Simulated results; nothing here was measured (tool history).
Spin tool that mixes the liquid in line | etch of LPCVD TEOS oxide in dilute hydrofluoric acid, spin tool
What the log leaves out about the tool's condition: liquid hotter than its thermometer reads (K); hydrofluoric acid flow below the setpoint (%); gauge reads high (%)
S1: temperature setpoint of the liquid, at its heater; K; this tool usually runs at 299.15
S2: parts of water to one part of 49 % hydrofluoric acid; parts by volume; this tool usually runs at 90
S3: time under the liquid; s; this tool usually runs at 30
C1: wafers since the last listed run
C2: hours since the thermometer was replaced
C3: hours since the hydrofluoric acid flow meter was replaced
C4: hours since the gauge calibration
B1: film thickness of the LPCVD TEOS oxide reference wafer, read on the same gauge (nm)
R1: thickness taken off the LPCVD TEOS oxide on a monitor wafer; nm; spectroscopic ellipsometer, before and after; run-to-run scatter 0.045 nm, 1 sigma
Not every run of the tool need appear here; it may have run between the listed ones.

Run 1, hour 0: usual settings; C1 0; C2 1511.3; C3 252.7; C4 409.4; B1 149.99. Result: R1 6.94 nm.
Run 2, hour 97.4: usual settings; C1 1947; C2 1608.7; C3 350.1; C4 506.8; B1 149.98. Result: R1 6.97 nm.
Run 3, hour 163.4: usual settings; C1 1319; C2 1674.7; C3 416.1; C4 572.8; B1 149.99. Result: R1 6.88 nm.
Run 4, hour 345.4: usual settings; C1 3639; C2 1856.7; C3 598.1; C4 754.8; B1 150.05. Result: R1 7.01 nm.
Run 5, hour 455.6: usual settings; C1 2203; C2 1966.9; C3 708.3; C4 865; B1 150.02. Result: R1 7.06 nm.
Run 6, hour 481.3: usual settings; C1 513; C2 1992.6; C3 734; C4 890.7; B1 150. Result: R1 6.98 nm.
Run 7, hour 520.6: usual settings; C1 785; C2 2031.9; C3 773.3; C4 930; B1 150.01. Result: R1 7.07 nm.
Run 8, hour 565.2: usual settings; C1 891; C2 2076.5; C3 817.9; C4 974.6; B1 150. Result: R1 7.08 nm.
Run 9, hour 612: usual settings; C1 935; C2 2123.3; C3 864.7; C4 1021.4; B1 150.02. Result: R1 7.08 nm.
At hour 633.9: hydrofluoric acid flow meter replaced.
Run 10, hour 639.5: usual settings; C1 529; C2 2150.8; C3 5.6; C4 1048.9; B1 150.02. Result: R1 7.1 nm.
At hour 657.5: thermometer replaced.
Run 11, hour 688.5: usual settings; C1 959; C2 31; C3 54.6; C4 1097.9; B1 149.99. Result: R1 7.33 nm.
Run 12, hour 727.6: usual settings but S2 120 parts by volume, S3 15 s; C1 781; C2 70.1; C3 93.7; C4 1137; B1 149.99. Result: R1 2.69 nm.
At hour 772.1: gauge calibrated.
Run 13, hour 798.2: usual settings but S1 295.15 K, S2 50 parts by volume, S3 40 s; C1 1411; C2 140.7; C3 164.3; C4 26.1; B1 149.99. Result: R1 16.11 nm.
Run 14, hour 850.4: usual settings but S1 295.15 K, S2 70 parts by volume, S3 15 s; C1 1043; C2 192.9; C3 216.5; C4 78.3; B1 150.06. Result: R1 4.16 nm.
Run 15, hour 880.5: usual settings but S2 125 parts by volume; C1 601; C2 223; C3 246.6; C4 108.4; B1 150. Result: R1 5.08 nm.
At hour 885.6: thermometer replaced, repeated, since the last time left the tool worse.
Run 16, hour 917.3: usual settings; C1 715; C2 31.7; C3 283.4; C4 145.2; B1 150.03. Result: R1 6.54 nm.
Run 17, hour 974.2: usual settings; C1 1137; C2 88.6; C3 340.3; C4 202.1; B1 149.95. Result: R1 6.61 nm.
Run 18, hour 1006.2: usual settings but S2 65 parts by volume; C1 639; C2 120.6; C3 372.3; C4 234.1; B1 150.02. Result: R1 9.51 nm.
Run 19, hour 1037.1: usual settings but S3 45 s; C1 617; C2 151.5; C3 403.2; C4 265; B1 149.96. Result: R1 9.96 nm.
Run 20, hour 1095.9: usual settings but S1 296.65 K, S2 105 parts by volume, S3 40 s; C1 1175; C2 210.3; C3 462; C4 323.8; B1 150. Result: R1 6.74 nm.

The tool's hidden state at each run:
hydrofluoric acid flow below the setpoint (%): 0 across all the runs
gauge reads high (%): 0 across all the runs
H1: liquid hotter than its thermometer reads (K)
run     H1
  1   1.37
  2   1.45
  3   1.51
  4   1.66
  5   1.76
  6   1.78
  7   1.81
  8   1.85
  9   1.89
 10   1.91
 11   3.09
 12   3.12
 13   3.18
 14   3.22
 15   3.25
 16  0.176
 17  0.224
 18  0.251
 19  0.277
 20  0.327

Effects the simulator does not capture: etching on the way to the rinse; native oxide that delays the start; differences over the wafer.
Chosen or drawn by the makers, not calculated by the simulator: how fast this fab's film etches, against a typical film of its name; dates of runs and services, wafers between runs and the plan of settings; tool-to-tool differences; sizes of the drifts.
